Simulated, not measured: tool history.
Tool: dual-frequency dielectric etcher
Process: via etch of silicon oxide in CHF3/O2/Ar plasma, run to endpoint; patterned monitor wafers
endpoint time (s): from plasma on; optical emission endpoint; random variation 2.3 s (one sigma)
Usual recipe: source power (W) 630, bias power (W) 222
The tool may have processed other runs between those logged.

run   hour  source power (W)  bias power (W)  wafers since the last listed run  hours since the last wet clean  hours since the last source power generator calibration  hours since the last bias power generator calibration  hours since the last upper electrode change  incoming incoming film thickness, nm  endpoint time (s)
  1    0.0               630             222                                 0                           226.2                                                   4048.6                                                 4883.8                                       2209.8                                 647.1              294.3
  2   19.5               630             222                                68                           245.7                                                   4068.1                                                 4903.3                                       2229.3                                 644.3              291.3
  3   46.4               630             222                                94                           272.6                                                   4095.0                                                 4930.2                                       2256.2                                 644.0              292.8
  4   64.5               630             222                                63                           290.7                                                   4113.1                                                 4948.3                                       2274.3                                 648.7              298.0
  5  100.3               630             222                               126                           326.5                                                   4148.9                                                 4984.1                                       2310.1                                 646.2              297.3
  6  112.5               630             202                                43                           338.7                                                   4161.1                                                 4996.3                                       2322.3                                 645.0              302.7
     119.4  -- bias power generator calibrated
  7  130.4               630             202                                49                           356.6                                                   4179.0                                                   11.0                                       2340.2                                 642.0              307.4
  8  154.0               630             202                                83                           380.2                                                   4202.6                                                   34.6                                       2363.8                                 645.5              311.4
  9  177.6               630             202                                83                           403.8                                                   4226.2                                                   58.2                                       2387.4                                 642.1              303.8
 10  190.9               700             222                                46                           417.1                                                   4239.5                                                   71.5                                       2400.7                                 649.6              286.9
     217.6  -- upper electrode replaced
 11  218.1               790             247                                11                           444.3                                                   4266.7                                                   98.7                                          0.5                                 646.5              256.1
 12  229.7               630             240                                40                           455.9                                                   4278.3                                                  110.3                                         12.1                                 646.1              297.0
     246.2  -- source power generator calibrated
 13  246.7               630             222                                45                           472.9                                                      0.5                                                  127.3                                         29.1                                 638.3              298.1
     278.5  -- wet clean of the chamber
 14  279.0               670             171                                29                             0.5                                                     32.8                                                  159.6                                         61.4                                 647.4              295.6
 15  284.0               630             197                                17                             5.5                                                     37.8                                                  164.6                                         66.4                                 650.4              295.5
 16  319.1               780             222                               123                            40.6                                                     72.9                                                  199.7                                        101.5                                 643.6              250.6
 17  352.6               630             257                               118                            74.1                                                    106.4                                                  233.2                                        135.0                                 641.2              272.4

Each run again, without the hidden state but with its own random variation kept:
The tool's hidden condition here consists of: etch rate over this chamber's usual, %; source power that arrives over what is set, %; bias power that arrives over what is set, %.
run  endpoint time (s)
  1              285.3
  2              281.7
  3              282.3
  4              286.7
  5              284.8
  6              289.6
  7              293.4
  8              296.5
  9              288.4
 10              271.9
 11              242.0
 12              280.3
 13              280.7
 14              295.1
 15              294.8
 16              249.1
 17              269.6
